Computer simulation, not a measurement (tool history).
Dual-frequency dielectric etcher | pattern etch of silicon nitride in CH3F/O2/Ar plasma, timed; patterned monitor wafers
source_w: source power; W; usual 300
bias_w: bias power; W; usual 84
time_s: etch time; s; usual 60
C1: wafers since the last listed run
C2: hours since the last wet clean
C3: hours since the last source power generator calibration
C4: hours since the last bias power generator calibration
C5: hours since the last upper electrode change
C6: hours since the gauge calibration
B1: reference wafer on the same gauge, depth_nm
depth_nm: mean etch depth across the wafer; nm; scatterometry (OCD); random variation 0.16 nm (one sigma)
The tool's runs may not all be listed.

run 1 hour=0 | source_w=350 bias_w=97 time_s=60 | C1=0 C2=548.3 C3=2338.5 C4=1045.2 C5=4818.1 C6=2564.2 | B1=38.41 | depth_nm=42.11
run 2 hour=78.7 | source_w=240 bias_w=68 time_s=60 | C1=1183 C2=627 C3=2417.2 C4=1123.9 C5=4896.8 C6=2642.9 | B1=38.36 | depth_nm=34.43
-- hour=115.9 wet clean of the chamber
run 3 hour=124.3 | source_w=300 bias_w=84 time_s=60 | C1=324 C2=8.4 C3=2462.8 C4=1169.5 C5=4942.4 C6=2688.5 | B1=38.43 | depth_nm=37.65
run 4 hour=205.3 | source_w=300 bias_w=84 time_s=60 | C1=1217 C2=89.4 C3=2543.8 C4=1250.5 C5=5023.4 C6=2769.5 | B1=38.38 | depth_nm=37.97
-- hour=257.6 gauge calibrated
run 5 hour=278.1 | source_w=300 bias_w=84 time_s=60 | C1=1094 C2=162.2 C3=2616.6 C4=1323.3 C5=5096.2 C6=20.5 | B1=38.35 | depth_nm=38.05
run 6 hour=377.5 | source_w=300 bias_w=84 time_s=60 | C1=1494 C2=261.6 C3=2716 C4=1422.7 C5=5195.6 C6=119.9 | B1=38.43 | depth_nm=37.96
run 7 hour=420.4 | source_w=300 bias_w=84 time_s=60 | C1=644 C2=304.5 C3=2758.9 C4=1465.6 C5=5238.5 C6=162.8 | B1=38.43 | depth_nm=38.14
run 8 hour=491.9 | source_w=300 bias_w=84 time_s=60 | C1=1074 C2=376 C3=2830.4 C4=1537.1 C5=5310 C6=234.3 | B1=38.36 | depth_nm=38.14
-- hour=522.9 source power generator calibrated
-- hour=564.3 bias power generator calibrated
run 9 hour=572.6 | source_w=260 bias_w=84 time_s=54.5 | C1=1092 C2=456.7 C3=49.7 C4=8.3 C5=5390.7 C6=315 | B1=38.4 | depth_nm=33.35
run 10 hour=611.8 | source_w=300 bias_w=84 time_s=60 | C1=589 C2=495.9 C3=88.9 C4=47.5 C5=5429.9 C6=354.2 | B1=38.39 | depth_nm=38.53
-- hour=696.8 wet clean of the chamber
run 11 hour=717.6 | source_w=300 bias_w=84 time_s=60 | C1=1229 C2=20.8 C3=194.7 C4=153.3 C5=5535.7 C6=460 | B1=38.38 | depth_nm=37.35
run 12 hour=760.6 | source_w=300 bias_w=102 time_s=60 | C1=646 C2=63.8 C3=237.7 C4=196.3 C5=5578.7 C6=503 | B1=38.42 | depth_nm=39.08
run 13 hour=803.7 | source_w=300 bias_w=84 time_s=60 | C1=647 C2=106.9 C3=280.8 C4=239.4 C5=5621.8 C6=546.1 | B1=38.39 | depth_nm=37.28
-- hour=873 upper electrode replaced
run 14 hour=905.6 | source_w=300 bias_w=94 time_s=65.5 | C1=1171 C2=208.8 C3=382.7 C4=341.3 C5=32.6 C6=648 | B1=38.39 | depth_nm=42.16
run 15 hour=1226.1 | source_w=220 bias_w=63 time_s=71 | C1=4818 C2=529.3 C3=703.2 C4=661.8 C5=353.1 C6=968.5 | B1=38.4 | depth_nm=38.94
run 16 hour=1272.5 | source_w=340 bias_w=90 time_s=60 | C1=697 C2=575.7 C3=749.6 C4=708.2 C5=399.5 C6=1014.9 | B1=38.42 | depth_nm=40.68
run 17 hour=1323.8 | source_w=220 bias_w=102 time_s=65.5 | C1=771 C2=627 C3=800.9 C4=759.5 C5=450.8 C6=1066.2 | B1=38.41 | depth_nm=39.39
-- hour=1378.3 wet clean of the chamber
run 18 hour=1389.5 | source_w=300 bias_w=84 time_s=60 | C1=626 C2=11.2 C3=866.6 C4=825.2 C5=516.5 C6=1131.9 | B1=38.34 | depth_nm=37.8
run 19 hour=1426 | source_w=300 bias_w=84 time_s=60 | C1=548 C2=47.7 C3=903.1 C4=861.7 C5=553 C6=1168.4 | B1=38.43 | depth_nm=37.85
run 20 hour=1532.9 | source_w=270 bias_w=84 time_s=60 | C1=1607 C2=154.6 C3=1010 C4=968.6 C5=659.9 C6=1275.3 | B1=38.37 | depth_nm=36.74
run 21 hour=1628.4 | source_w=300 bias_w=84 time_s=72.5 | C1=1435 C2=250.1 C3=1105.5 C4=1064.1 C5=755.4 C6=1370.8 | B1=38.4 | depth_nm=45.95
run 22 hour=1685.2 | source_w=300 bias_w=84 time_s=60 | C1=853 C2=306.9 C3=1162.3 C4=1120.9 C5=812.2 C6=1427.6 | B1=38.38 | depth_nm=38.42
run 23 hour=1751.9 | source_w=300 bias_w=84 time_s=60 | C1=1002 C2=373.6 C3=1229 C4=1187.6 C5=878.9 C6=1494.3 | B1=38.39 | depth_nm=38.36
run 24 hour=1789.1 | source_w=300 bias_w=84 time_s=60 | C1=559 C2=410.8 C3=1266.2 C4=1224.8 C5=916.1 C6=1531.5 | B1=38.37 | depth_nm=38.56
run 25 hour=1890.8 | source_w=300 bias_w=93 time_s=60 | C1=1528 C2=512.5 C3=1367.9 C4=1326.5 C5=1017.8 C6=1633.2 | B1=38.38 | depth_nm=39.09
-- hour=1983.8 wet clean of the chamber
run 26 hour=1984.3 | source_w=300 bias_w=84 time_s=60 | C1=1044 C2=0.5 C3=1461.4 C4=1420 C5=1111.3 C6=1726.7 | B1=38.36 | depth_nm=37.49
run 27 hour=2084.4 | source_w=270 bias_w=97 time_s=49.5 | C1=1504 C2=100.6 C3=1561.5 C4=1520.1 C5=1211.4 C6=1826.8 | B1=38.41 | depth_nm=30.76
run 28 hour=2135.2 | source_w=350 bias_w=95 time_s=68 | C1=763 C2=151.4 C3=1612.3 C4=1570.9 C5=1262.2 C6=1877.6 | B1=38.44 | depth_nm=46.12
run 29 hour=2232.5 | source_w=230 bias_w=84 time_s=60 | C1=1462 C2=248.7 C3=1709.6 C4=1668.2 C5=1359.5 C6=1974.9 | B1=38.41 | depth_nm=34.97
run 30 hour=2306.9 | source_w=300 bias_w=84 time_s=60 | C1=1118 C2=323.1 C3=1784 C4=1742.6 C5=1433.9 C6=2049.3 | B1=38.35 | depth_nm=38.13

Forecast each of these 4 alternatives for the next run:
run A hour=2307.3 | source_w=300 bias_w=84 time_s=60 | C1=6 C2=323.5 C3=1784.4 C4=1743 C5=1434.3 C6=2049.7 | B1=? | depth_nm=?
run B hour=2307.3 | source_w=340 bias_w=84 time_s=60 | C1=6 C2=323.5 C3=1784.4 C4=1743 C5=1434.3 C6=2049.7 | B1=? | depth_nm=?
run C hour=2307.3 | source_w=330 bias_w=68 time_s=60 | C1=6 C2=323.5 C3=1784.4 C4=1743 C5=1434.3 C6=2049.7 | B1=? | depth_nm=?
run D hour=2307.3 | source_w=360 bias_w=95 time_s=48 | C1=6 C2=323.5 C3=1784.4 C4=1743 C5=1434.3 C6=2049.7 | B1=? | depth_nm=?

run=A B1=38.39 depth_nm=38.24
run=B B1=38.39 depth_nm=39.84
run=C B1=38.39 depth_nm=37.97
run=D B1=38.39 depth_nm=33.29
Without the tool's hidden state the same runs would have given:
run=A depth_nm=37.6
run=B depth_nm=39.18
run=C depth_nm=37.34
run=D depth_nm=32.73

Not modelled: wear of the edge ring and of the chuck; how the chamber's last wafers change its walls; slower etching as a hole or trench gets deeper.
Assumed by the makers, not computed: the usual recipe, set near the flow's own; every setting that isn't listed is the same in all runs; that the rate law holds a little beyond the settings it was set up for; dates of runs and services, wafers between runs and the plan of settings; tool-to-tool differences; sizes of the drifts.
